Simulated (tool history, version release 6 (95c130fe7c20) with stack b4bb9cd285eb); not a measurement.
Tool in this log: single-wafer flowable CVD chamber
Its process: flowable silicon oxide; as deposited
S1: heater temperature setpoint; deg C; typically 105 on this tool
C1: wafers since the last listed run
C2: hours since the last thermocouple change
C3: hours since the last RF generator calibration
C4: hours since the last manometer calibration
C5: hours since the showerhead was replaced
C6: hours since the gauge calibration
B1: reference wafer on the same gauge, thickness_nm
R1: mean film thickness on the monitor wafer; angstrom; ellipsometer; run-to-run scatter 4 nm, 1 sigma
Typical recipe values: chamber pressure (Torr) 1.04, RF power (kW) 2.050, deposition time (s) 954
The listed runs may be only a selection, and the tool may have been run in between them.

Run 1, hour 0.0: usual settings but S1 115 deg C, deposition time (s) 870; C1 0; C2 2225.3; C3 432.7; C4 1494.4; C5 2886.4; C6 709.0; B1 769.912. Result: R1 4918.28 angstrom.
Run 2, hour 68.2: usual settings but deposition time (s) 895; C1 90; C2 2293.5; C3 500.9; C4 1562.6; C5 2954.6; C6 777.2; B1 771.429. Result: R1 7193.57 angstrom.
Run 3, hour 119.3: usual settings but deposition time (s) 895; C1 67; C2 2344.6; C3 552.0; C4 1613.7; C5 3005.7; C6 828.3; B1 772.273. Result: R1 7239.91 angstrom.
Run 4, hour 173.9: usual settings; C1 72; C2 2399.2; C3 606.6; C4 1668.3; C5 3060.3; C6 882.9; B1 773.711. Result: R1 7766.97 angstrom.
Run 5, hour 211.3: usual settings; C1 49; C2 2436.6; C3 644.0; C4 1705.7; C5 3097.7; C6 920.3; B1 774.926. Result: R1 7739.94 angstrom.
At hour 247.0: gauge calibrated.
Run 6, hour 276.4: usual settings; C1 85; C2 2501.7; C3 709.1; C4 1770.8; C5 3162.8; C6 29.4; B1 753.521. Result: R1 7474.88 angstrom.
Run 7, hour 332.9: usual settings; C1 74; C2 2558.2; C3 765.6; C4 1827.3; C5 3219.3; C6 85.9; B1 753.849. Result: R1 7557.22 angstrom.
Run 8, hour 423.6: usual settings; C1 119; C2 2648.9; C3 856.3; C4 1918.0; C5 3310.0; C6 176.6; B1 756.528. Result: R1 7585.03 angstrom.
At hour 452.0: RF generator calibrated.
Run 9, hour 486.2: usual settings; C1 72; C2 2711.5; C3 34.2; C4 1980.6; C5 3372.6; C6 239.2; B1 757.744. Result: R1 7576.18 angstrom.
Run 10, hour 532.1: usual settings; C1 60; C2 2757.4; C3 80.1; C4 2026.5; C5 3418.5; C6 285.1; B1 759.253. Result: R1 7611.67 angstrom.
Run 11, hour 575.0: usual settings but chamber pressure (Torr) 0.84; C1 56; C2 2800.3; C3 123.0; C4 2069.4; C5 3461.4; C6 328.0; B1 759.349. Result: R1 6067.06 angstrom.
Run 12, hour 616.1: usual settings but S1 110 deg C, chamber pressure (Torr) 1.25, deposition time (s) 807; C1 54; C2 2841.4; C3 164.1; C4 2110.5; C5 3502.5; C6 369.1; B1 760.490. Result: R1 6379.51 angstrom.
Run 13, hour 677.6: usual settings but chamber pressure (Torr) 1.14, deposition time (s) 1052; C1 81; C2 2902.9; C3 225.6; C4 2172.0; C5 3564.0; C6 430.6; B1 761.252. Result: R1 9107.56 angstrom.
Run 14, hour 714.4: usual settings but S1 99 deg C, chamber pressure (Torr) 1.12, RF power (kW) 1.700, deposition time (s) 1070; C1 48; C2 2939.7; C3 262.4; C4 2208.8; C5 3600.8; C6 467.4; B1 763.077. Result: R1 11028.70 angstrom.
At hour 738.5: thermocouple changed; heater temperature recalibrated.
Run 15, hour 748.4: usual settings; C1 34; C2 9.9; C3 296.4; C4 2242.8; C5 3634.8; C6 501.4; B1 763.635. Result: R1 7547.86 angstrom.
Run 16, hour 805.4: usual settings; C1 75; C2 66.9; C3 353.4; C4 2299.8; C5 3691.8; C6 558.4; B1 764.712. Result: R1 7627.79 angstrom.
At hour 847.1: showerhead replaced.
At hour 847.8: capacitance manometer re-zeroed and calibrated.
Run 17, hour 848.3: usual settings but deposition time (s) 1091; C1 45; C2 109.8; C3 396.3; C4 0.5; C5 1.2; C6 601.3; B1 766.038. Result: R1 8780.84 angstrom.
Run 18, hour 878.0: usual settings but chamber pressure (Torr) 1.24, RF power (kW) 1.870, deposition time (s) 1116; C1 39; C2 139.5; C3 426.0; C4 30.2; C5 30.9; C6 631.0; B1 765.616. Result: R1 10387.07 angstrom.
Run 19, hour 934.9: usual settings but S1 91 deg C, chamber pressure (Torr) 1.20, RF power (kW) 2.230, deposition time (s) 1079; C1 75; C2 196.4; C3 482.9; C4 87.1; C5 87.8; C6 687.9; B1 767.856. Result: R1 17134.94 angstrom.
Run 20, hour 959.1: usual settings but S1 92 deg C, chamber pressure (Torr) 1.16; C1 31; C2 220.6; C3 507.1; C4 111.3; C5 112.0; C6 712.1; B1 768.040. Result: R1 13978.68 angstrom.
Run 21, hour 985.5: usual settings but deposition time (s) 895; C1 34; C2 247.0; C3 533.5; C4 137.7; C5 138.4; C6 738.5; B1 768.336. Result: R1 7197.03 angstrom.
Run 22, hour 1027.0: usual settings but chamber pressure (Torr) 1.14; C1 54; C2 288.5; C3 575.0; C4 179.2; C5 179.9; C6 780.0; B1 770.290. Result: R1 8419.38 angstrom.
At hour 1047.2: gauge calibrated.
Run 23, hour 1063.7: usual settings but RF power (kW) 1.835, deposition time (s) 820; C1 48; C2 325.2; C3 611.7; C4 215.9; C5 216.6; C6 16.5; B1 753.632. Result: R1 6361.80 angstrom.
Run 24, hour 1089.8: usual settings but S1 92 deg C, deposition time (s) 1005; C1 34; C2 351.3; C3 637.8; C4 242.0; C5 242.7; C6 42.6; B1 754.500. Result: R1 12984.12 angstrom.

Run 25 has not been measured yet. What should we expect?
Run 25, hour 1116.1: usual settings but chamber pressure (Torr) 1.27, deposition time (s) 1063; C1 34; C2 377.6; C3 664.1; C4 268.3; C5 269.0; C6 68.9; B1 ?. Result: R1 ?.

Run 25 yielded B1 755.919, R1 10190.73 angstrom.
Take away the tool's hidden state, keep the run-to-run variation as it was, and the same run would have given R1 10175.15 angstrom.

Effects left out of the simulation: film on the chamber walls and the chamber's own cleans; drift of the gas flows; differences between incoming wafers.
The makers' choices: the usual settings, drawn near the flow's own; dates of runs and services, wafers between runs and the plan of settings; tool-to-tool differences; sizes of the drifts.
